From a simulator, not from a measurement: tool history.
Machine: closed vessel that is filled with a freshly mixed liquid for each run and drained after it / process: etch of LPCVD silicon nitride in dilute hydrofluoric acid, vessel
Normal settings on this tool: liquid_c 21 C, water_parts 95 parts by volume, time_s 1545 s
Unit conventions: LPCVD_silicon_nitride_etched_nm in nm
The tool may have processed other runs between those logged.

run	hour	liquid_c	water_parts	time_s	wafers since the last listed run	hours since the thermometer was replaced	hours since the hydrofluoric acid flow meter was replaced	hours since the gauge calibration	read-back film thickness of the LPCVD silicon nitride reference wafer, read on the same gauge (nm)	LPCVD_silicon_nitride_etched_nm
1	0	23.5	95	2030	0	2350.4	2379.1	19.2	90.02	15.71
2	14.4	23.5	95	2030	811	2364.8	2393.5	33.6	90	15.72
3	43.8	23.5	95	2030	1655	2394.2	2422.9	63	90.04	15.74
4	50.5	21	95	1545	377	2400.9	2429.6	69.7	89.99	10.22
5	77.7	21	95	1545	1532	2428.1	2456.8	96.9	90	10.2
6	85.4	21	95	1545	433	2435.8	2464.5	104.6	89.98	10.24
7	93.5	21	95	1545	456	2443.9	2472.6	112.7	89.97	10.19
8	122.8	21	95	1545	1650	2473.2	2501.9	142	89.99	10.26
9	139.4	21	95	1545	934	2489.8	2518.5	158.6	90	10.27
10	148.9	18	95	965	535	2499.3	2528	168.1	90	5.23
11	155.4	24.5	95	1545	366	2505.8	2534.5	174.6	90.01	12.92
# hour 156.8: gauge calibrated
# hour 159.7: hydrofluoric acid flow meter replaced
12	165.7	19	115	685	523	2516.1	6	8.9	89.98	2.96
13	179.8	24.5	95	1545	794	2530.2	20.1	23	90.01	11.57
14	187.7	21	95	1285	444	2538.1	28	30.9	90.03	7.63
15	199.8	21	95	1545	681	2550.2	40.1	43	90	9.18
# hour 203.7: thermometer replaced
16	208.7	17	55	1545	444	5	49	51.9	90.02	10.26
17	216	21	95	1915	411	12.3	56.3	59.2	89.96	9.89
18	225.2	21	95	1545	518	21.5	65.5	68.4	90.03	7.97
19	239.7	25	80	920	816	36	80	82.9	90.02	7.38
20	249.3	21	120	815	540	45.6	89.6	92.5	90	3.35
21	258.4	19.5	95	2130	512	54.7	98.7	101.6	90.02	9.96

State the hidden condition of the tool at each of the runs:
gauge reads high (%): 0 in every run
H1: liquid hotter than its thermometer reads (K)
H2: hydrofluoric acid flow above the setpoint (%)
run	H1	H2
1	2.03	13.1
2	2.05	13.2
3	2.07	13.4
4	2.08	13.4
5	2.1	13.6
6	2.11	13.6
7	2.11	13.6
8	2.14	13.8
9	2.15	13.9
10	2.16	13.9
11	2.17	14
12	2.18	1.42
13	2.19	1.5
14	2.2	1.54
15	2.21	1.6
16	0.0304	1.65
17	0.0367	1.69
18	0.0446	1.74
19	0.0571	1.82
20	0.0653	1.87
21	0.0732	1.92
